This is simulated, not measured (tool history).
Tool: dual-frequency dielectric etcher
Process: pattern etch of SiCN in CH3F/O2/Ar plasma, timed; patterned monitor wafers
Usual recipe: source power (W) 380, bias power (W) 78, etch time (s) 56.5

run   hour  source power (W)  bias power (W)  etch time (s)  read-back reference wafer on the same gauge, depth_nm  mean etch depth across the wafer (angstrom)
  1      0               430              78           56.5                                                  24.11                                        225.5
  2      7               430              78           56.5                                                  24.09                                        225.2
  3   18.3               430              78           56.5                                                   24.1                                        224.3
  4   30.8               380              78           56.5                                                  24.11                                        208.7
  5   46.5               380              78           56.5                                                  24.08                                        207.8
  6   58.8               380              78           56.5                                                  24.08                                        208.7
  7   75.7               380              78           56.5                                                   24.1                                        209.4
  8     93               380              78           56.5                                                  24.13                                        209.2
  9  104.3               380              78           56.5                                                   24.1                                        208.7
 10  120.2               380              78           56.5                                                  24.09                                        207.9
 11  133.7               380              78           56.5                                                  24.14                                          209
 12  147.9               380              78           56.5                                                  24.08                                        208.6
 13    156               380              78           56.5                                                  24.11                                        208.8
 14  165.5               380              78           56.5                                                  24.07                                        207.8
     180.7  -- bias power generator calibrated
 15    181               380              78           56.5                                                  24.13                                        207.3
 16  192.7               290              84           56.5                                                  24.09                                        181.2
 17  202.5               320              96             46                                                   24.1                                        169.7
 18    217               290              78           56.5                                                  24.07                                        173.6
     225.5  -- gauge calibrated
 19  234.6               380              78           56.5                                                  24.09                                        206.3
     266.8  -- wet clean of the chamber
     269.8  -- source power generator calibrated
     275.4  -- upper electrode replaced
 20  275.9               480              85           56.5                                                  24.09                                        255.6
 21  276.2               320              78             52                                                   24.1                                          177
 22  276.6               430              78             42                                                  24.11                                          170
 23  289.4               380              78             61                                                  24.08                                        228.6
 24  298.1               430              78           56.5                                                  24.12                                        229.3
 25  313.1               320              78             44                                                  24.11                                        148.1
 26  329.5               310              70           62.5                                                  24.07                                        194.2
 27  343.6               280              95           63.5                                                   24.1                                        218.4
 28  352.3               480              61             73                                                   24.1                                        269.5

Below are 3 alternative next runs, each starting from the tool's condition after run 28. Predict each:
  A  352.7               380              78           56.5                                                      ?                                            ?
  B  352.7               420              70           49.5                                                      ?                                            ?
  C  352.7               290              65           56.5                                                      ?                                            ?

run  read-back reference wafer on the same gauge, depth_nm  mean etch depth across the wafer (angstrom)
  A                                                   24.1                                        211.6
  B                                                   24.1                                        184.6
  C                                                   24.1                                        158.5
Stripped of hidden state, with their random variation kept, the same runs would have yielded:
run  mean etch depth across the wafer (angstrom)
  A                                        212.1
  B                                          185
  C                                        158.8

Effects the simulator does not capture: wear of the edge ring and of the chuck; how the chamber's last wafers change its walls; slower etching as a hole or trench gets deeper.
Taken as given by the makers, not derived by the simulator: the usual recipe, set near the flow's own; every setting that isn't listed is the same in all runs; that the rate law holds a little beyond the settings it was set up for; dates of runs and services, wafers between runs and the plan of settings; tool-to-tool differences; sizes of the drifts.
